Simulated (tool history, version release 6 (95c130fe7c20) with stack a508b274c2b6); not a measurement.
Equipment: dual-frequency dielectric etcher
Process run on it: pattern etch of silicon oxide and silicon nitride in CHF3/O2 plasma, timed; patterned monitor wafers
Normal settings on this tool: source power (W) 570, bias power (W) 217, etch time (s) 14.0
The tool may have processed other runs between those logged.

| run | day | source power (W) | bias power (W) | etch time (s) | read-back reference wafer on the same gauge, depth_nm | mean etch depth across the wafer (nm) |
|---|---|---|---|---|---|---|
| 1 | 0.000 | 600 | 217 | 14.0 | 23.40 | 23.46 |
| 2 | 0.579 | 600 | 217 | 14.0 | 23.40 | 23.45 |
| 3 | 1.304 | 600 | 217 | 14.0 | 23.40 | 23.55 |
| 4 | 1.738 | 570 | 197 | 14.0 | 23.39 | 22.20 |
| 5 | 2.221 | 570 | 197 | 14.0 | 23.40 | 22.19 |
| 6 | 2.533 | 570 | 175 | 14.0 | 23.41 | 21.23 |
| 7 | 3.167 | 570 | 217 | 14.0 | 23.39 | 23.11 |
| 8 | 4.825 | 570 | 217 | 14.0 | 23.41 | 23.11 |
|  | 6.188 | upper electrode replaced |
| 9 | 6.208 | 570 | 217 | 14.0 | 23.40 | 23.06 |
| 10 | 6.221 | 570 | 217 | 14.0 | 23.41 | 23.02 |
| 11 | 6.788 | 570 | 217 | 14.0 | 23.40 | 23.02 |
|  | 7.096 | source power generator calibrated |
| 12 | 7.117 | 570 | 217 | 14.0 | 23.42 | 23.16 |
|  | 7.417 | gauge calibrated |
| 13 | 7.712 | 570 | 233 | 11.0 | 23.40 | 18.64 |
|  | 8.767 | wet clean of the chamber |
| 14 | 8.788 | 570 | 172 | 18.0 | 23.41 | 26.87 |
| 15 | 8.800 | 570 | 217 | 12.0 | 23.42 | 19.54 |
| 16 | 9.379 | 570 | 183 | 16.5 | 23.39 | 25.13 |
| 17 | 10.112 | 570 | 185 | 16.5 | 23.40 | 25.27 |
| 18 | 10.571 | 570 | 264 | 10.0 | 23.41 | 17.56 |
| 19 | 11.125 | 470 | 217 | 14.0 | 23.40 | 21.02 |
|  | 11.717 | bias power generator calibrated |
| 20 | 11.821 | 610 | 188 | 12.0 | 23.40 | 19.03 |
| 21 | 12.442 | 570 | 217 | 14.0 | 23.40 | 22.80 |
| 22 | 13.154 | 460 | 217 | 14.0 | 23.39 | 20.97 |
| 23 | 13.829 | 570 | 217 | 14.0 | 23.38 | 22.78 |
| 24 | 14.108 | 570 | 265 | 11.0 | 23.41 | 19.35 |

Estimate the outcome of run 25 from the log above:
| 25 | 14.738 | 570 | 217 | 14.0 | ? | ? |

read-back reference wafer on the same gauge, depth_nm: 23.40
mean etch depth across the wafer (nm): 22.85
If the tool had no hidden condition, the same run with the same run-to-run variation would have returned mean etch depth across the wafer (nm) 22.81.
